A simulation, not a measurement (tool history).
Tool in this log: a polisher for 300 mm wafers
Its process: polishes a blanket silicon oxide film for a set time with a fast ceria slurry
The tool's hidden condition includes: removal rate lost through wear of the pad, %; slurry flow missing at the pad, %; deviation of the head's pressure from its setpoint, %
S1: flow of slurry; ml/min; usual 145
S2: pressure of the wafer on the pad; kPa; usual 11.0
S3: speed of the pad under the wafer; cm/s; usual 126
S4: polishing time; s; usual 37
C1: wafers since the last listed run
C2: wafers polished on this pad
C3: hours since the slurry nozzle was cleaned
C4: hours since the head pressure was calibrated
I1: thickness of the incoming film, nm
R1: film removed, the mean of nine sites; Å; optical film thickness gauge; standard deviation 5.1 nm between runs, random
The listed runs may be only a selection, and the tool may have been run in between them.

run,hour,S1,S2,S3,S4,C1,C2,C3,C4,I1,R1
1,0.0,145,9.0,126,37,0,3768,617.9,734.9,2278.3,3147
# hour 195.1: head pressure recalibrated
# hour 247.2: slurry nozzle cleaned
2,283.3,145,11.0,126,37,3937,7705,36.1,88.2,2309.6,3802
3,376.0,145,11.0,126,37,1302,9007,128.8,180.9,2345.4,3782
4,437.3,145,11.0,126,30,861,9868,190.1,242.2,2338.5,3067
# hour 476.7: worn pad replaced by a new one
5,487.5,145,11.0,126,30,648,151,240.3,292.4,2367.4,3157
6,552.3,145,11.0,126,30,910,1061,305.1,357.2,2336.2,3173
7,616.8,145,11.0,126,37,905,1967,369.6,421.7,2309.8,3877
8,720.1,145,11.0,126,37,1450,3418,472.9,525.0,2337.6,3749
9,765.6,160,9.7,126,37,639,4057,518.4,570.5,2353.1,3419
10,909.2,180,11.0,126,37,2017,6074,662.0,714.1,2338.6,3875
11,969.7,180,11.0,126,37,849,6924,722.5,774.6,2307.2,3780
# hour 1010.5: head pressure recalibrated
12,1022.0,180,11.0,126,37,706,7630,774.8,11.5,2293.1,3767
13,1060.1,145,11.0,126,37,535,8165,812.9,49.6,2310.4,3450
# hour 1074.7: slurry nozzle cleaned
14,1165.1,145,11.0,126,37,1460,9626,90.4,154.6,2320.3,3634
# hour 1223.3: worn pad replaced by a new one
15,1251.7,145,11.0,126,30,1160,399,177.0,241.2,2339.1,3150
16,1453.8,170,11.0,170,37,2838,3238,379.1,443.3,2307.1,5184
17,1537.0,190,9.0,84,46,1168,4406,462.3,526.5,2331.3,2969
18,1584.7,125,11.0,126,37,669,5076,510.0,574.2,2293.2,3538
19,1758.8,145,11.0,126,37,2445,7522,684.1,748.3,2316.8,3519
20,1846.7,110,11.0,126,37,1234,8756,772.0,836.2,2294.8,3056
# hour 1881.4: head pressure recalibrated
21,1947.1,145,11.0,140,37,1382,10139,872.4,65.7,2323.6,3545
# hour 1953.8: slurry nozzle cleaned
# hour 1955.2: worn pad replaced by a new one
22,2046.6,170,9.0,146,33,1363,1284,92.8,165.2,2340.4,3398
23,2131.0,145,7.6,150,37,1185,2469,177.2,249.6,2302.8,3347
24,2192.5,180,11.0,126,37,863,3333,238.7,311.1,2326.1,4099
25,2282.0,160,11.0,110,33,1257,4590,328.2,400.6,2338.9,3110
26,2347.6,180,13.8,86,30,921,5511,393.8,466.2,2360.8,2903
27,2391.8,165,11.0,164,45,620,6132,438.0,510.4,2300.4,6021
28,2442.9,145,11.0,126,37,717,6850,489.1,561.5,2286.4,3688
29,2539.9,100,11.0,126,37,1362,8212,586.1,658.5,2299.1,3240
30,2610.7,145,11.0,154,37,994,9207,656.9,729.3,2355.8,4025
31,2683.6,145,11.0,126,37,1023,10231,729.8,802.2,2335.3,3440
32,2773.7,145,11.0,126,37,1265,11496,819.9,892.3,2272.3,3334
# hour 2775.7: slurry nozzle cleaned
# hour 2824.0: head pressure recalibrated
# hour 2862.9: worn pad replaced by a new one
33,2875.8,145,11.0,126,37,1335,181,100.1,51.8,2318.8,3913
34,2964.1,145,7.6,126,29,1240,1421,188.4,140.1,2360.6,2205
35,3043.6,145,14.5,126,27,1116,2537,267.9,219.6,2343.2,3660
36,3094.0,120,13.1,154,28,707,3245,318.3,270.0,2321.3,3936

Hidden condition of the tool, last listed run before each entry between runs versus first listed run after:
Runs 1 to 2: head pressure recalibrated (hour 195.1); slurry nozzle cleaned (hour 247.2)
  removal rate lost through wear of the pad, %: 1.31 -> 4.24; slurry flow missing at the pad, %: 26.6 -> 2.34
  what was measured, less what the result would be without the hidden state, R1: -281 -> -187 Å
Runs 4 to 5: worn pad replaced by a new one (hour 476.7)
  removal rate lost through wear of the pad, %: 6.68 -> 1.01; slurry flow missing at the pad, %: 8.54 -> 10.6
  what was measured, less what the result would be without the hidden state, R1: -280 -> -108 Å
Runs 11 to 12: head pressure recalibrated (hour 1010.5)
  removal rate lost through wear of the pad, %: 4.08 -> 4.76; slurry flow missing at the pad, %: 30 -> 32.1
  what was measured, less what the result would be without the hidden state, R1: -443 -> -503 Å
Runs 13 to 14: slurry nozzle cleaned (hour 1074.7)
  removal rate lost through wear of the pad, %: 5.31 -> 6.99; slurry flow missing at the pad, %: 33.6 -> 9.85
  what was measured, less what the result would be without the hidden state, R1: -584 -> -358 Å
Runs 14 to 15: worn pad replaced by a new one (hour 1223.3)
  removal rate lost through wear of the pad, %: 6.99 -> 0.583; slurry flow missing at the pad, %: 9.85 -> 13.3
  what was measured, less what the result would be without the hidden state, R1: -358 -> -116 Å
Runs 20 to 21: head pressure recalibrated (hour 1881.4)
  removal rate lost through wear of the pad, %: 5.48 -> 7.18; slurry flow missing at the pad, %: 37.3 -> 41.4
  what was measured, less what the result would be without the hidden state, R1: -728 -> -863 Å
Runs 21 to 22: slurry nozzle cleaned (hour 1953.8); worn pad replaced by a new one (hour 1955.2)
  removal rate lost through wear of the pad, %: 7.18 -> 0.854; slurry flow missing at the pad, %: 41.4 -> 7.65
  what was measured, less what the result would be without the hidden state, R1: -863 -> -77 Å
Runs 32 to 33: slurry nozzle cleaned (hour 2775.7); head pressure recalibrated (hour 2824.0); worn pad replaced by a new one (hour 2862.9)
  removal rate lost through wear of the pad, %: 9.2 -> 1.61; slurry flow missing at the pad, %: 36.9 -> 5.34
  what was measured, less what the result would be without the hidden state, R1: -799 -> -108 Å
